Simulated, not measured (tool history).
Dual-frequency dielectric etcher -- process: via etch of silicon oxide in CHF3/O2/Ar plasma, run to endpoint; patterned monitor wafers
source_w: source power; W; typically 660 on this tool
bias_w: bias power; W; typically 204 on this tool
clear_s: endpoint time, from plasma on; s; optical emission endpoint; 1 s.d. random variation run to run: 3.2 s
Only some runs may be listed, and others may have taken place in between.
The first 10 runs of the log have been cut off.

run,day,source_w,bias_w,wafers since the last listed run,hours since the last wet clean,hours since the last source power generator calibration,hours since the last bias power generator calibration,hours since the last upper electrode change,"incoming incoming film thickness, nm",clear_s
11,31.8,660,204,213,561.6,2844.6,3730.5,3682.3,766.8,403.5
# day 33.1: wet clean of the chamber
12,35.396,660,204,331,55.1,2930.9,3816.8,3768.6,757.9,368.7
13,38.162,660,204,353,121.5,2997.3,3883.2,3835,760.9,375
14,42.442,660,231,546,224.2,3100,3985.9,3937.7,762.9,361.3
15,46.288,660,231,490,316.5,3192.3,4078.2,4030,764,364.7
# day 51.021: upper electrode replaced
# day 53.792: wet clean of the chamber
16,54.925,660,231,847,27.2,3399.6,4285.5,93.7,761.2,351.2
17,59.354,620,204,565,133.5,3505.9,4391.8,200,760.5,387.7
# day 60.092: source power generator calibrated
18,62.238,750,218,346,202.7,51.5,4461,269.2,764.8,347.5
19,66.533,520,179,548,305.8,154.6,4564.1,372.3,768.6,467.7
20,70.746,660,204,537,406.9,255.7,4665.2,473.4,760.4,381.5
21,73.021,760,223,290,461.5,310.3,4719.8,528,770.5,357.1
22,76.112,660,204,394,535.7,384.5,4794,602.2,770.6,392.5
# day 77.825: bias power generator calibrated
# day 79.888: wet clean of the chamber
23,79.908,660,180,335,0.5,475.6,50,693.3,766.6,396.8
24,84.954,730,176,644,121.6,596.7,171.1,814.4,766.4,387.3
25,89.308,660,204,555,226.1,701.2,275.6,918.9,773.4,378.6
26,91.954,560,250,337,289.6,764.7,339.1,982.4,767,383.3
27,93.517,660,231,199,327.1,802.2,376.6,1019.9,764.5,363.4
28,95.092,660,204,201,364.9,840,414.4,1057.7,763.8,380.3
29,97.079,570,178,253,412.6,887.7,462.1,1105.4,768.3,443.2
# day 99.683: wet clean of the chamber
30,109.358,520,249,1439,232.2,1182.4,756.8,1400.1,755.9,388.5
31,112.654,760,160,420,311.3,1261.5,835.9,1479.2,763.8,396.3
32,114.325,720,191,213,351.4,1301.6,876,1519.3,758.2,375

Forecast each of these 4 alternatives for the next run:
A,114.346,760,204,2,351.9,1302.1,876.5,1519.8,756.8,?
B,114.346,530,219,2,351.9,1302.1,876.5,1519.8,756.8,?
C,114.346,520,168,2,351.9,1302.1,876.5,1519.8,756.8,?
D,114.346,660,236,2,351.9,1302.1,876.5,1519.8,756.8,?

run,clear_s
A,358
B,415.4
C,474.5
D,359.1
Had the tool no hidden state, the same runs would have come out as:
run,clear_s
A,347.1
B,402.7
C,460
D,348.2
